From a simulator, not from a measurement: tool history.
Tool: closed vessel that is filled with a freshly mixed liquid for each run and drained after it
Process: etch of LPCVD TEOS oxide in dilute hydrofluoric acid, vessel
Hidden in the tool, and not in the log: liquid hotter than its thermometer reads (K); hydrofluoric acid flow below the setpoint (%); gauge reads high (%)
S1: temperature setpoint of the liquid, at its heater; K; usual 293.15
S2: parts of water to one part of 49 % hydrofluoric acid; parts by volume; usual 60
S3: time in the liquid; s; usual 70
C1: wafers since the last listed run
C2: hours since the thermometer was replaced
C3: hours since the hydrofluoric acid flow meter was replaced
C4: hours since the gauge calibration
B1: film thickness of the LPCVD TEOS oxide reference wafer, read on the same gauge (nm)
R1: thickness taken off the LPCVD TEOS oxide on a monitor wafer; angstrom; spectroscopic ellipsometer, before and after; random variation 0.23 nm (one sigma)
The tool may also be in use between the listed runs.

| run | hour | S1 | S2 | S3 | C1 | C2 | C3 | C4 | B1 | R1 |
|---|---|---|---|---|---|---|---|---|---|---|
| 1 | 0.0 | 293.15 | 80 | 70 | 0 | 1356.8 | 2060.6 | 252.5 | 90.02 | 208.8 |
| 2 | 24.5 | 293.15 | 80 | 70 | 2188 | 1381.3 | 2085.1 | 277.0 | 89.99 | 208.4 |
| 3 | 57.5 | 293.15 | 80 | 70 | 2948 | 1414.3 | 2118.1 | 310.0 | 90.01 | 210.8 |
| 4 | 83.9 | 293.15 | 60 | 55 | 2358 | 1440.7 | 2144.5 | 336.4 | 90.00 | 226.1 |
| 5 | 108.6 | 293.15 | 60 | 70 | 2206 | 1465.4 | 2169.2 | 361.1 | 89.99 | 286.9 |
| 6 | 134.5 | 293.15 | 60 | 50 | 2313 | 1491.3 | 2195.1 | 387.0 | 90.01 | 205.5 |
| 7 | 153.6 | 293.15 | 60 | 50 | 1706 | 1510.4 | 2214.2 | 406.1 | 90.00 | 201.3 |
|  | 171.9 | hydrofluoric acid flow meter replaced |
| 8 | 179.8 | 293.15 | 60 | 70 | 2251 | 1536.6 | 7.9 | 432.3 | 90.00 | 325.1 |
| 9 | 212.8 | 293.15 | 60 | 70 | 2948 | 1569.6 | 40.9 | 465.3 | 89.98 | 325.7 |
| 10 | 234.5 | 290.65 | 60 | 70 | 1938 | 1591.3 | 62.6 | 487.0 | 90.01 | 298.6 |
|  | 256.8 | gauge calibrated |
| 11 | 259.5 | 293.15 | 60 | 70 | 2233 | 1616.3 | 87.6 | 2.7 | 90.01 | 330.3 |
| 12 | 284.8 | 293.15 | 50 | 85 | 2260 | 1641.6 | 112.9 | 28.0 | 90.00 | 480.6 |
| 13 | 315.4 | 297.65 | 80 | 85 | 2733 | 1672.2 | 143.5 | 58.6 | 90.01 | 346.3 |
| 14 | 348.2 | 290.15 | 60 | 70 | 2930 | 1705.0 | 176.3 | 91.4 | 90.01 | 282.9 |
|  | 363.0 | thermometer replaced |
| 15 | 370.6 | 293.15 | 60 | 70 | 1911 | 7.6 | 198.7 | 113.8 | 90.02 | 324.6 |
| 16 | 386.7 | 296.15 | 50 | 40 | 1438 | 23.7 | 214.8 | 129.9 | 90.02 | 251.3 |
| 17 | 417.8 | 293.15 | 60 | 40 | 2778 | 54.8 | 245.9 | 161.0 | 90.01 | 184.8 |
| 18 | 446.0 | 296.15 | 50 | 40 | 2519 | 83.0 | 274.1 | 189.2 | 90.03 | 255.7 |
| 19 | 478.3 | 293.15 | 60 | 70 | 2885 | 115.3 | 306.4 | 221.5 | 89.99 | 326.8 |
| 20 | 498.3 | 297.15 | 45 | 95 | 1786 | 135.3 | 326.4 | 241.5 | 90.00 | 710.1 |
| 21 | 533.3 | 294.65 | 60 | 35 | 3127 | 170.3 | 361.4 | 276.5 | 90.02 | 173.1 |

Forecast each of these 4 alternatives for the next run:
| A | 534.0 | 293.15 | 60 | 70 | 62 | 171.0 | 362.1 | 277.2 | ? | ? |
| B | 534.0 | 290.15 | 50 | 105 | 62 | 171.0 | 362.1 | 277.2 | ? | ? |
| C | 534.0 | 291.65 | 75 | 50 | 62 | 171.0 | 362.1 | 277.2 | ? | ? |
| D | 534.0 | 297.65 | 80 | 100 | 62 | 171.0 | 362.1 | 277.2 | ? | ? |

| run | B1 | R1 |
|---|---|---|
| A | 90.01 | 320.3 |
| B | 90.01 | 513.1 |
| C | 90.01 | 168.8 |
| D | 90.01 | 402.4 |
Without the tool's hidden state the same runs would have given:
| run | R1 |
|---|---|
| A | 331.7 |
| B | 531.2 |
| C | 174.9 |
| D | 417.2 |

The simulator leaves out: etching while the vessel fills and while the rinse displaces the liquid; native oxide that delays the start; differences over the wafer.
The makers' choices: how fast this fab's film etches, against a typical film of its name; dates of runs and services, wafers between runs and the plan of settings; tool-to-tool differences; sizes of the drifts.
